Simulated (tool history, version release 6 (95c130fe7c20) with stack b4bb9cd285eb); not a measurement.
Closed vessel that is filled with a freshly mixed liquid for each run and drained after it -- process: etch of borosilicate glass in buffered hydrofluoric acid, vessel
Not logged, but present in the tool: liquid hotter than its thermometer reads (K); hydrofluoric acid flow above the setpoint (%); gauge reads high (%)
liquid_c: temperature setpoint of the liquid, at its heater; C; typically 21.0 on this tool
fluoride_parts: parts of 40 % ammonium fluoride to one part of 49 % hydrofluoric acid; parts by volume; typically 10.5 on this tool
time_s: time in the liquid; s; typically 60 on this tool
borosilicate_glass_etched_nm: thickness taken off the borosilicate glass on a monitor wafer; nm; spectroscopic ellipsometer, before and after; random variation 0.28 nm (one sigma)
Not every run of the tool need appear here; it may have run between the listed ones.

| run | day | liquid_c | fluoride_parts | time_s | wafers since the last listed run | hours since the thermometer was replaced | hours since the hydrofluoric acid flow meter was replaced | hours since the gauge calibration | read-back film thickness of the borosilicate glass reference wafer, read on the same gauge (nm) | borosilicate_glass_etched_nm |
|---|---|---|---|---|---|---|---|---|---|---|
| 1 | 0.000 | 17.5 | 10.5 | 40 | 0 | 345.1 | 1117.9 | 316.9 | 81.26 | 33.74 |
| 2 | 1.354 | 21.0 | 10.5 | 60 | 2635 | 377.6 | 1150.4 | 349.4 | 81.29 | 61.52 |
|  | 2.675 | gauge calibrated |
| 3 | 2.725 | 21.0 | 10.5 | 60 | 2667 | 410.5 | 1183.3 | 1.2 | 80.04 | 60.58 |
| 4 | 3.742 | 21.0 | 10.5 | 60 | 1978 | 434.9 | 1207.7 | 25.6 | 80.29 | 61.38 |
| 5 | 5.754 | 21.0 | 10.5 | 60 | 3916 | 483.2 | 1256.0 | 73.9 | 80.62 | 61.41 |
| 6 | 8.200 | 21.0 | 10.5 | 60 | 4759 | 541.9 | 1314.7 | 132.6 | 80.92 | 61.76 |
| 7 | 9.404 | 21.0 | 10.5 | 60 | 2343 | 570.8 | 1343.6 | 161.5 | 81.01 | 61.45 |
| 8 | 11.246 | 21.0 | 10.5 | 60 | 3583 | 615.0 | 1387.8 | 205.7 | 81.10 | 61.99 |
| 9 | 13.850 | 21.0 | 11.5 | 40 | 5067 | 677.5 | 1450.3 | 268.2 | 81.24 | 37.82 |
| 10 | 16.346 | 18.0 | 10.5 | 45 | 4856 | 737.4 | 1510.2 | 328.1 | 81.33 | 39.41 |
|  | 17.183 | hydrofluoric acid flow meter replaced |
| 11 | 18.200 | 19.0 | 10.5 | 35 | 3527 | 781.9 | 24.4 | 372.6 | 81.33 | 32.33 |
|  | 18.812 | gauge calibrated |
| 12 | 19.383 | 25.5 | 8.5 | 50 | 2302 | 810.3 | 52.8 | 13.7 | 80.01 | 76.99 |
|  | 19.475 | thermometer replaced |
| 13 | 21.150 | 22.5 | 10.5 | 80 | 3356 | 40.2 | 95.2 | 56.1 | 80.33 | 88.42 |
| 14 | 22.292 | 17.0 | 12.0 | 95 | 2221 | 67.6 | 122.6 | 83.5 | 80.51 | 67.91 |
| 15 | 23.383 | 21.0 | 10.5 | 60 | 2124 | 93.8 | 148.8 | 109.7 | 80.61 | 61.71 |
| 16 | 24.471 | 23.5 | 7.0 | 45 | 2116 | 119.9 | 174.9 | 135.8 | 80.70 | 78.20 |
| 17 | 26.054 | 21.0 | 10.5 | 60 | 3081 | 157.9 | 212.9 | 173.8 | 80.87 | 61.36 |

5 ways to go on from here, each from the tool as it stands after run 17. What would each give?
| A | 26.083 | 24.0 | 10.5 | 60 | 56 | 158.6 | 213.6 | 174.5 | ? | ? |
| B | 26.083 | 21.0 | 9.5 | 60 | 56 | 158.6 | 213.6 | 174.5 | ? | ? |
| C | 26.083 | 21.0 | 10.5 | 85 | 56 | 158.6 | 213.6 | 174.5 | ? | ? |
| D | 26.083 | 22.5 | 10.5 | 60 | 56 | 158.6 | 213.6 | 174.5 | ? | ? |
| E | 26.083 | 18.5 | 13.0 | 75 | 56 | 158.6 | 213.6 | 174.5 | ? | ? |

| run | read-back film thickness of the borosilicate glass reference wafer, read on the same gauge (nm) | borosilicate_glass_etched_nm |
|---|---|---|
| A | 80.84 | 72.53 |
| B | 80.84 | 66.92 |
| C | 80.84 | 87.40 |
| D | 80.84 | 66.92 |
| E | 80.84 | 54.42 |
With no hidden state in the tool, these same runs would have given:
| run | borosilicate_glass_etched_nm |
|---|---|
| A | 71.76 |
| B | 66.20 |
| C | 86.46 |
| D | 66.20 |
| E | 53.84 |

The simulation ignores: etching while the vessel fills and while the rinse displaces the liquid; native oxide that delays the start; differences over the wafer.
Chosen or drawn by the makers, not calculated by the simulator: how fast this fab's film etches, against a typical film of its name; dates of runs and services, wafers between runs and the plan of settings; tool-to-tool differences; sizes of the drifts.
